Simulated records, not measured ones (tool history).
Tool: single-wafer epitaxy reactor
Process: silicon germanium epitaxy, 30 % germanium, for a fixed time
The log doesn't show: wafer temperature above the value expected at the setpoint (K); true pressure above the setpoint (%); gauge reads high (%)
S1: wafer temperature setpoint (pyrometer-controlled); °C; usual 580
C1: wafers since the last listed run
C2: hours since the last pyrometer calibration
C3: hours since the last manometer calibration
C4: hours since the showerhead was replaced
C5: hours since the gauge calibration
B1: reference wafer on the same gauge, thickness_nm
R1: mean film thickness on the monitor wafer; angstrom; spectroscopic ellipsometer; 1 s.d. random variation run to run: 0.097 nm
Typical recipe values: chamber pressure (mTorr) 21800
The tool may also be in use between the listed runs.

run 1 day=0.000 | S1=580 chamber_pressure_(mTorr)=21800 | C1=0 C2=895.0 C3=1390.6 C4=2250.7 C5=515.1 | B1=33.204 | R1=400.28
run 2 day=2.704 | S1=580 chamber_pressure_(mTorr)=21800 | C1=1416 C2=959.9 C3=1455.5 C4=2315.6 C5=580.0 | B1=33.139 | R1=400.16
run 3 day=4.242 | S1=580 chamber_pressure_(mTorr)=21800 | C1=805 C2=996.8 C3=1492.4 C4=2352.5 C5=616.9 | B1=33.074 | R1=400.41
run 4 day=5.725 | S1=573 chamber_pressure_(mTorr)=17400 | C1=776 C2=1032.4 C3=1528.0 C4=2388.1 C5=652.5 | B1=33.034 | R1=317.50
run 5 day=7.704 | S1=573 chamber_pressure_(mTorr)=17400 | C1=1036 C2=1079.9 C3=1575.5 C4=2435.6 C5=700.0 | B1=32.974 | R1=315.71
-- day=10.729 capacitance manometer re-zeroed and calibrated
run 6 day=10.750 | S1=580 chamber_pressure_(mTorr)=21800 | C1=1420 C2=1153.0 C3=0.5 C4=2508.7 C5=773.1 | B1=32.870 | R1=397.27
run 7 day=13.071 | S1=580 chamber_pressure_(mTorr)=21800 | C1=1215 C2=1208.7 C3=56.2 C4=2564.4 C5=828.8 | B1=32.771 | R1=393.94
run 8 day=15.883 | S1=580 chamber_pressure_(mTorr)=21800 | C1=1472 C2=1276.2 C3=123.7 C4=2631.9 C5=896.3 | B1=32.650 | R1=393.91
-- day=16.396 gauge calibrated
run 9 day=17.162 | S1=580 chamber_pressure_(mTorr)=21800 | C1=669 C2=1306.9 C3=154.4 C4=2662.6 C5=18.4 | B1=33.667 | R1=405.05
-- day=17.575 showerhead replaced
-- day=18.229 pyrometer calibrated
run 10 day=18.988 | S1=572 chamber_pressure_(mTorr)=23600 | C1=606 C2=18.2 C3=198.2 C4=33.9 C5=62.2 | B1=33.701 | R1=351.03
run 11 day=20.850 | S1=572 chamber_pressure_(mTorr)=23600 | C1=975 C2=62.9 C3=242.9 C4=78.6 C5=106.9 | B1=33.618 | R1=350.00
run 12 day=23.258 | S1=584 chamber_pressure_(mTorr)=25100 | C1=1261 C2=120.7 C3=300.7 C4=136.4 C5=164.7 | B1=33.622 | R1=463.31
run 13 day=24.725 | S1=584 chamber_pressure_(mTorr)=18500 | C1=768 C2=155.9 C3=335.9 C4=171.6 C5=199.9 | B1=33.612 | R1=420.76
run 14 day=26.442 | S1=580 chamber_pressure_(mTorr)=21800 | C1=899 C2=197.1 C3=377.1 C4=212.8 C5=241.1 | B1=33.637 | R1=406.77
run 15 day=27.621 | S1=584 chamber_pressure_(mTorr)=23400 | C1=617 C2=225.4 C3=405.4 C4=241.1 C5=269.4 | B1=33.593 | R1=454.34
run 16 day=28.712 | S1=580 chamber_pressure_(mTorr)=18700 | C1=571 C2=251.6 C3=431.6 C4=267.3 C5=295.6 | B1=33.581 | R1=385.99

Hidden state or all else? Some run-to-run changes of R1, split into what the settings, what came in and random variation would give without the hidden state, and what is left for the hidden state (with any gauge scatter that isn't in both results):
Run 8 -> 9: gauge calibrated. R1 +11.14 angstrom: hidden state +12.22, all else -1.08.
Run 11 -> 12: S1 572 -> 584, chamber pressure (mTorr) 23600 -> 25100. R1 +113.31 angstrom: hidden state -0.05, all else +113.36.

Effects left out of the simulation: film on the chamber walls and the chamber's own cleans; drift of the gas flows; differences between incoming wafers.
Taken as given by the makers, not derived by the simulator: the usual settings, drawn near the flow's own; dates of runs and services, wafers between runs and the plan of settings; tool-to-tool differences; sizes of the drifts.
